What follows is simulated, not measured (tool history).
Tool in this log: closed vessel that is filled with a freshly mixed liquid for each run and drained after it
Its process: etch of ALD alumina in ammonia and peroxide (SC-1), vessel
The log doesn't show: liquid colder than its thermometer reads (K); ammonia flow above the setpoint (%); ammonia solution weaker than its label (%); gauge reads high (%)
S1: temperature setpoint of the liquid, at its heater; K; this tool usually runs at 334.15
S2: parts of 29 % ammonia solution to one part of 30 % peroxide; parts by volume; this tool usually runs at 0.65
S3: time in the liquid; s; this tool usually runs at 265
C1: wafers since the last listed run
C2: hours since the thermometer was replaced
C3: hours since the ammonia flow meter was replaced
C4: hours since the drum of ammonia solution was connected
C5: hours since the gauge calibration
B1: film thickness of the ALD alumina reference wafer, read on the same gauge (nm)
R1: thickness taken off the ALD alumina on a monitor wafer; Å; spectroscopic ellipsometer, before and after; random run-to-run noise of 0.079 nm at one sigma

Run 1, hour 0.0: usual settings; C1 0; C2 2038.1; C3 1472.1; C4 176.2; C5 2543.0; B1 140.02. Result: R1 317.7 Å.
Run 2, hour 54.4: usual settings; C1 4962; C2 2092.5; C3 1526.5; C4 230.6; C5 2597.4; B1 140.00. Result: R1 318.2 Å.
Run 3, hour 157.5: usual settings; C1 9405; C2 2195.6; C3 1629.6; C4 333.7; C5 2700.5; B1 139.99. Result: R1 318.4 Å.
Run 4, hour 245.5: usual settings but S2 0.90 parts by volume; C1 8027; C2 2283.6; C3 1717.6; C4 421.7; C5 2788.5; B1 140.01. Result: R1 327.9 Å.
Run 5, hour 350.4: usual settings but S2 0.90 parts by volume; C1 9569; C2 2388.5; C3 1822.5; C4 526.6; C5 2893.4; B1 140.00. Result: R1 326.4 Å.
Run 6, hour 421.3: usual settings but S2 0.90 parts by volume; C1 6467; C2 2459.4; C3 1893.4; C4 597.5; C5 2964.3; B1 139.99. Result: R1 326.5 Å.
At hour 502.2: new drum of ammonia solution connected.
Run 7, hour 738.3: usual settings; C1 28826; C2 2776.4; C3 2210.4; C4 236.1; C5 3281.3; B1 139.99. Result: R1 317.8 Å.
At hour 764.1: thermometer replaced.
Run 8, hour 816.7: usual settings; C1 7060; C2 52.6; C3 2288.8; C4 314.5; C5 3359.7; B1 139.97. Result: R1 327.0 Å.
Run 9, hour 898.1: usual settings but S1 342.15 K; C1 7425; C2 134.0; C3 2370.2; C4 395.9; C5 3441.1; B1 140.01. Result: R1 484.2 Å.
At hour 938.2: ammonia flow meter replaced.
Run 10, hour 973.8: usual settings but S2 0.95 parts by volume; C1 6814; C2 209.7; C3 35.6; C4 471.6; C5 3516.8; B1 140.01. Result: R1 336.9 Å.
Run 11, hour 1293.9: usual settings but S1 325.65 K, S2 0.80 parts by volume, S3 305 s; C1 29200; C2 529.8; C3 355.7; C4 791.7; C5 3836.9; B1 139.99. Result: R1 242.1 Å.
At hour 1343.7: new drum of ammonia solution connected.
At hour 1363.2: gauge calibrated.
Run 12, hour 1389.3: usual settings but S1 328.15 K, S2 0.40 parts by volume, S3 140 s; C1 8611; C2 625.2; C3 451.1; C4 45.6; C5 26.1; B1 140.00. Result: R1 120.4 Å.
Run 13, hour 1495.9: usual settings but S1 331.65 K, S3 165 s; C1 9724; C2 731.8; C3 557.7; C4 152.2; C5 132.7; B1 140.00. Result: R1 176.9 Å.
Run 14, hour 1569.9: usual settings but S1 338.15 K, S2 0.50 parts by volume, S3 180 s; C1 6750; C2 805.8; C3 631.7; C4 226.2; C5 206.7; B1 140.00. Result: R1 262.5 Å.
Run 15, hour 1855.8: usual settings but S1 342.15 K; C1 26081; C2 1091.7; C3 917.6; C4 512.1; C5 492.6; B1 139.98. Result: R1 477.4 Å.
Run 16, hour 1947.8: usual settings but S1 341.65 K, S2 0.85 parts by volume, S3 155 s; C1 8392; C2 1183.7; C3 1009.6; C4 604.1; C5 584.6; B1 140.00. Result: R1 278.9 Å.

Run 17 is up next; what results do you expect?
At hour 2021.8: new drum of ammonia solution connected.
Run 17, hour 2022.1: usual settings; C1 6686; C2 1258.0; C3 1083.9; C4 0.3; C5 658.9; B1 ?. Result: R1 ?.

{"run 17": {"B1": 140.0, "R1": 323.3}}
Were there no unlogged condition in the tool, this run, its random variation unchanged, would have produced R1 328.5 Å.

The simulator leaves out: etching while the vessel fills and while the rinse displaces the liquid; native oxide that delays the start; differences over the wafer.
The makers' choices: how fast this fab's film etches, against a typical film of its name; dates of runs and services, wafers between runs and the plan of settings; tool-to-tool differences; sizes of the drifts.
